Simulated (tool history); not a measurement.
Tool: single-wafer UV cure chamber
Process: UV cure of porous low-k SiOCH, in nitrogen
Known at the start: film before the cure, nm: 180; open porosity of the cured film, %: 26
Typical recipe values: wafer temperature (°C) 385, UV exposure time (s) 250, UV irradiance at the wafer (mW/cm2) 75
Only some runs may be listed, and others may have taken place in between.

| run | hour | wafer temperature (°C) | UV exposure time (s) | UV irradiance at the wafer (mW/cm2) | loss of film thickness in the cure (%) |
|---|---|---|---|---|---|
| 1 | 0.0 | 385 | 250 | 75 | 12.888 |
| 2 | 10.2 | 385 | 250 | 75 | 12.659 |
| 3 | 20.1 | 385 | 250 | 75 | 12.595 |
| 4 | 35.8 | 385 | 250 | 75 | 12.456 |
| 5 | 48.7 | 385 | 250 | 75 | 12.567 |
| 6 | 66.2 | 385 | 250 | 75 | 12.589 |
| 7 | 115.2 | 385 | 250 | 75 | 12.591 |
| 8 | 126.8 | 385 | 250 | 75 | 12.425 |
| 9 | 140.9 | 385 | 250 | 75 | 12.575 |
| 10 | 147.8 | 385 | 250 | 75 | 12.411 |
| 11 | 161.2 | 385 | 250 | 85 | 13.062 |
|  | 170.3 | UV bulbs replaced |
| 12 | 172.5 | 370 | 350 | 75 | 13.833 |
|  | 190.4 | quartz window cleaned |
| 13 | 190.9 | 396 | 190 | 64 | 11.518 |
| 14 | 193.4 | 366 | 250 | 108 | 15.375 |
| 15 | 210.6 | 385 | 250 | 75 | 13.750 |
| 16 | 227.9 | 385 | 250 | 75 | 13.684 |
| 17 | 238.7 | 366 | 115 | 62 | 8.352 |
| 18 | 250.0 | 397 | 250 | 75 | 13.935 |
| 19 | 263.7 | 400 | 205 | 75 | 13.036 |
| 20 | 279.5 | 385 | 195 | 99 | 13.718 |
| 21 | 293.5 | 393 | 125 | 75 | 10.177 |
| 22 | 311.2 | 385 | 250 | 75 | 13.615 |
| 23 | 325.8 | 366 | 170 | 75 | 11.044 |

Here are 3 independent what-if runs from the current tool condition. What would each one return?
| A | 326.3 | 385 | 250 | 40 | ? |
| B | 326.3 | 385 | 380 | 51 | ? |
| C | 326.3 | 378 | 115 | 99 | ? |

| run | loss of film thickness in the cure (%) |
|---|---|
| A | 10.332 |
| B | 13.767 |
| C | 10.846 |
Stripped of hidden state, with their random variation kept, the same runs would have yielded:
| run | loss of film thickness in the cure (%) |
|---|---|
| A | 10.548 |
| B | 13.995 |
| C | 11.063 |

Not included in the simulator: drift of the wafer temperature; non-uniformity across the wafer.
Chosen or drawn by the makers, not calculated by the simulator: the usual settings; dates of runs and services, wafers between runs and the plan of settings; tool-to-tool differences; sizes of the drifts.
